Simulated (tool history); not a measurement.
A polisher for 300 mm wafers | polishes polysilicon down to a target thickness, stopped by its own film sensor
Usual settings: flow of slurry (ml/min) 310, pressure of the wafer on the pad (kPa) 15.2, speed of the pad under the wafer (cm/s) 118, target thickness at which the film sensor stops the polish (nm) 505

run	hour	flow of slurry (ml/min)	pressure of the wafer on the pad (kPa)	speed of the pad under the wafer (cm/s)	target thickness at which the film sensor stops the polish (nm)	wafers since the last listed run	wafers polished on this pad	hours since the slurry nozzle was cleaned	hours since the head pressure was calibrated	incoming thickness of the incoming film, nm	time until the film sensor stopped the polish (s)
1	0	310	15.2	118	505	0	142	277.1	53.9	1225.9	104.4
2	29.9	310	15.2	118	505	286	428	307	83.8	1189.2	101.7
3	51.4	310	15.2	118	505	206	634	328.5	105.3	1207.2	106.4
4	83.4	310	15.2	118	505	306	941	360.5	137.3	1214.2	103.3
5	99.3	310	13.8	118	505	152	1093	376.4	153.2	1206.3	113.2
# hour 111.4: worn pad replaced by a new one
6	111.9	310	13.8	118	505	82	4	389	165.8	1236	119
7	214.1	310	13.8	118	505	979	983	491.2	268	1204.4	117.2
8	227.4	310	15.2	118	505	127	1111	504.5	281.3	1215	109.2
# hour 257.8: worn pad replaced by a new one
9	262.9	310	15.2	118	505	301	49	540	316.8	1219.3	110
10	292.7	310	15.2	118	505	285	334	569.8	346.6	1200.9	104.2
11	395.3	310	15.2	118	505	983	1317	672.4	449.2	1229.7	113.7
# hour 405.1: worn pad replaced by a new one
12	409	310	15.2	118	505	92	37	686.1	462.9	1213.9	118.5
13	426	310	13.1	118	505	162	199	703.1	479.9	1218.8	129.8
14	453.3	310	20	118	745	261	461	730.4	507.2	1233.3	61.6
# hour 465.7: head pressure recalibrated
15	466.2	265	17.2	84	351	104	565	743.3	0.5	1232.9	162.9
16	485.9	400	15.2	138	435	188	754	763	20.2	1217.7	95.2
# hour 501.3: slurry nozzle cleaned
17	505.5	310	15.2	118	505	178	932	4.2	39.8	1214.8	101.1
18	523.9	400	15.2	118	707	176	1109	22.6	58.2	1192.3	67.4
19	538	310	15.2	118	715	135	1244	36.7	72.3	1212.7	70.7
# hour 551.2: worn pad replaced by a new one
20	569.5	310	15.2	118	505	263	175	68.2	103.8	1226.1	103.7
21	583.3	245	13.1	136	586	132	307	82	117.6	1206.8	92
22	605.8	310	18.6	118	505	215	523	104.5	140.1	1188.8	81.9
23	660.9	400	20	90	378	527	1051	159.6	195.2	1195.3	117.1
24	679.3	310	15.2	118	505	176	1227	178	213.6	1221.4	104.8
# hour 696.5: worn pad replaced by a new one
25	697	310	15.2	118	505	131	4	195.7	231.3	1202.2	103.1

How the hidden state differs across the entries between the runs, from the last listed run before each to the first after it:
Between runs 5 and 6: worn pad replaced by a new one (hour 111.4)
  deviation of the head's pressure from its setpoint, %: -1.4 -> -1.58
  measured less the result without the state, time until the film sensor stopped the polish (s): +1.5 -> +1.8
Between runs 8 and 9: worn pad replaced by a new one (hour 257.8)
  deviation of the head's pressure from its setpoint, %: -3.83 -> -4.75
  measured less the result without the state, time until the film sensor stopped the polish (s): +4 -> +5.1
Between runs 11 and 12: worn pad replaced by a new one (hour 405.1)
  deviation of the head's pressure from its setpoint, %: -9.17 -> -9.71
  measured less the result without the state, time until the film sensor stopped the polish (s): +10 -> +11
Between runs 14 and 15: head pressure recalibrated (hour 465.7)
  deviation of the head's pressure from its setpoint, %: -11.6 -> 1.46
  measured less the result without the state, time until the film sensor stopped the polish (s): +6.9 -> -2.3
Between runs 16 and 17: slurry nozzle cleaned (hour 501.3)
  deviation of the head's pressure from its setpoint, %: 1.44 -> 1.39
  measured less the result without the state, time until the film sensor stopped the polish (s): -1.3 -> -1.3
Between runs 19 and 20: worn pad replaced by a new one (hour 551.2)
  deviation of the head's pressure from its setpoint, %: 1.23 -> 0.987
  measured less the result without the state, time until the film sensor stopped the polish (s): -0.8 -> -1
Between runs 24 and 25: worn pad replaced by a new one (hour 696.5)
  deviation of the head's pressure from its setpoint, %: -0.531 -> -0.874
  measured less the result without the state, time until the film sensor stopped the polish (s): +0.5 -> +0.9
